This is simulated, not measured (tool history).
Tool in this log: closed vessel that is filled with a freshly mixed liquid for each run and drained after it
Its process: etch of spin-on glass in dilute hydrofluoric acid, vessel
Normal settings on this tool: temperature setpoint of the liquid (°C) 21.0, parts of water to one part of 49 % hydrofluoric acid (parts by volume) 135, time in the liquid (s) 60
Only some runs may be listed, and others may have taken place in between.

| run | hour | temperature setpoint of the liquid (°C) | parts of water to one part of 49 % hydrofluoric acid (parts by volume) | time in the liquid (s) | wafers since the last listed run | hours since the thermometer was replaced | hours since the hydrofluoric acid flow meter was replaced | hours since the gauge calibration | read-back film thickness of the spin-on glass reference wafer, read on the same gauge (nm) | thickness taken off the spin-on glass on a monitor wafer (Å) |
|---|---|---|---|---|---|---|---|---|---|---|
| 1 | 0.0 | 21.0 | 160 | 60 | 0 | 1987.6 | 1549.6 | 1299.8 | 100.05 | 77.9 |
| 2 | 43.5 | 21.0 | 135 | 60 | 6108 | 2031.1 | 1593.1 | 1343.3 | 100.01 | 94.1 |
| 3 | 79.1 | 21.0 | 135 | 60 | 4998 | 2066.7 | 1628.7 | 1378.9 | 99.94 | 94.4 |
| 4 | 190.1 | 21.0 | 135 | 60 | 15586 | 2177.7 | 1739.7 | 1489.9 | 99.99 | 93.7 |
| 5 | 219.6 | 21.0 | 135 | 60 | 4142 | 2207.2 | 1769.2 | 1519.4 | 100.04 | 93.9 |
|  | 238.1 | gauge calibrated |
| 6 | 273.9 | 21.0 | 135 | 60 | 7624 | 2261.5 | 1823.5 | 35.8 | 100.01 | 94.3 |
| 7 | 300.7 | 21.0 | 135 | 60 | 3763 | 2288.3 | 1850.3 | 62.6 | 100.00 | 93.3 |
|  | 356.5 | hydrofluoric acid flow meter replaced |
| 8 | 365.2 | 21.0 | 135 | 60 | 8916 | 2352.8 | 8.7 | 127.1 | 100.02 | 98.1 |
| 9 | 419.7 | 21.0 | 135 | 60 | 7652 | 2407.3 | 63.2 | 181.6 | 100.00 | 97.6 |
| 10 | 468.4 | 21.0 | 135 | 60 | 6838 | 2456.0 | 111.9 | 230.3 | 100.00 | 97.4 |
| 11 | 536.6 | 21.0 | 135 | 60 | 9576 | 2524.2 | 180.1 | 298.5 | 100.02 | 97.2 |
| 12 | 581.4 | 18.0 | 180 | 60 | 6290 | 2569.0 | 224.9 | 343.3 | 99.97 | 61.4 |
| 13 | 620.2 | 25.0 | 155 | 40 | 5448 | 2607.8 | 263.7 | 382.1 | 99.99 | 64.0 |
| 14 | 684.5 | 25.0 | 115 | 45 | 9028 | 2672.1 | 328.0 | 446.4 | 99.96 | 102.2 |
|  | 750.2 | thermometer replaced |
| 15 | 750.7 | 21.0 | 135 | 60 | 9155 | 0.5 | 394.2 | 512.6 | 99.98 | 101.4 |
| 16 | 777.7 | 21.0 | 200 | 60 | 3791 | 27.5 | 421.2 | 539.6 | 100.00 | 63.8 |
| 17 | 821.1 | 21.0 | 135 | 60 | 6093 | 70.9 | 464.6 | 583.0 | 100.01 | 100.7 |
| 18 | 847.3 | 21.0 | 170 | 70 | 3678 | 97.1 | 490.8 | 609.2 | 99.99 | 90.0 |
| 19 | 915.3 | 18.0 | 155 | 30 | 9548 | 165.1 | 558.8 | 677.2 | 99.97 | 37.9 |
| 20 | 951.1 | 23.5 | 135 | 60 | 5026 | 200.9 | 594.6 | 713.0 | 100.00 | 110.7 |
| 21 | 993.5 | 17.0 | 135 | 60 | 5953 | 243.3 | 637.0 | 755.4 | 100.02 | 85.0 |
| 22 | 1054.0 | 24.5 | 185 | 35 | 8495 | 303.8 | 697.5 | 815.9 | 100.02 | 46.1 |
| 23 | 1100.2 | 21.0 | 190 | 60 | 6487 | 350.0 | 743.7 | 862.1 | 100.00 | 67.0 |
| 24 | 1171.5 | 18.0 | 65 | 60 | 10011 | 421.3 | 815.0 | 933.4 | 100.03 | 197.6 |
| 25 | 1216.1 | 21.0 | 135 | 60 | 6262 | 465.9 | 859.6 | 978.0 | 100.03 | 99.7 |
| 26 | 1274.5 | 21.0 | 100 | 60 | 8200 | 524.3 | 918.0 | 1036.4 | 100.03 | 138.7 |
| 27 | 1329.1 | 18.0 | 105 | 75 | 7666 | 578.9 | 972.6 | 1091.0 | 100.06 | 145.1 |
| 28 | 1401.1 | 19.5 | 75 | 40 | 10109 | 650.9 | 1044.6 | 1163.0 | 99.97 | 118.8 |
| 29 | 1441.0 | 21.0 | 135 | 60 | 5602 | 690.8 | 1084.5 | 1202.9 | 100.02 | 98.0 |
| 30 | 1494.7 | 25.5 | 135 | 35 | 7540 | 744.5 | 1138.2 | 1256.6 | 100.01 | 68.2 |
| 31 | 1565.5 | 21.0 | 135 | 60 | 9941 | 815.3 | 1209.0 | 1327.4 | 100.04 | 97.8 |
| 32 | 1612.1 | 21.0 | 190 | 70 | 6543 | 861.9 | 1255.6 | 1374.0 | 100.01 | 76.2 |
| 33 | 1644.5 | 24.0 | 170 | 90 | 4549 | 894.3 | 1288.0 | 1406.4 | 100.00 | 125.5 |
| 34 | 1705.1 | 25.5 | 115 | 40 | 8509 | 954.9 | 1348.6 | 1467.0 | 99.99 | 93.4 |

Measured minus without-hidden-state, run by run (identical run-to-run variation in each term; gauge scatter may differ):
What the log doesn't record here: liquid colder than its thermometer reads (K); hydrofluoric acid flow below the setpoint (%); gauge reads high (%).
| run | thickness taken off the spin-on glass on a monitor wafer (Å) |
|---|---|
| 1 | -6.5 |
| 2 | -8.0 |
| 3 | -8.1 |
| 4 | -8.6 |
| 5 | -8.8 |
| 6 | -9.1 |
| 7 | -9.1 |
| 8 | -5.1 |
| 9 | -5.3 |
| 10 | -5.5 |
| 11 | -5.8 |
| 12 | -3.8 |
| 13 | -3.9 |
| 14 | -6.7 |
| 15 | -1.5 |
| 16 | -1.1 |
| 17 | -1.9 |
| 18 | -1.8 |
| 19 | -0.9 |
| 20 | -2.6 |
| 21 | -2.2 |
| 22 | -1.4 |
| 23 | -2.1 |
| 24 | -6.6 |
| 25 | -3.6 |
| 26 | -5.3 |
| 27 | -6.0 |
| 28 | -5.2 |
| 29 | -4.5 |
| 30 | -3.3 |
| 31 | -5.1 |
| 32 | -4.2 |
| 33 | -7.1 |
| 34 | -5.4 |
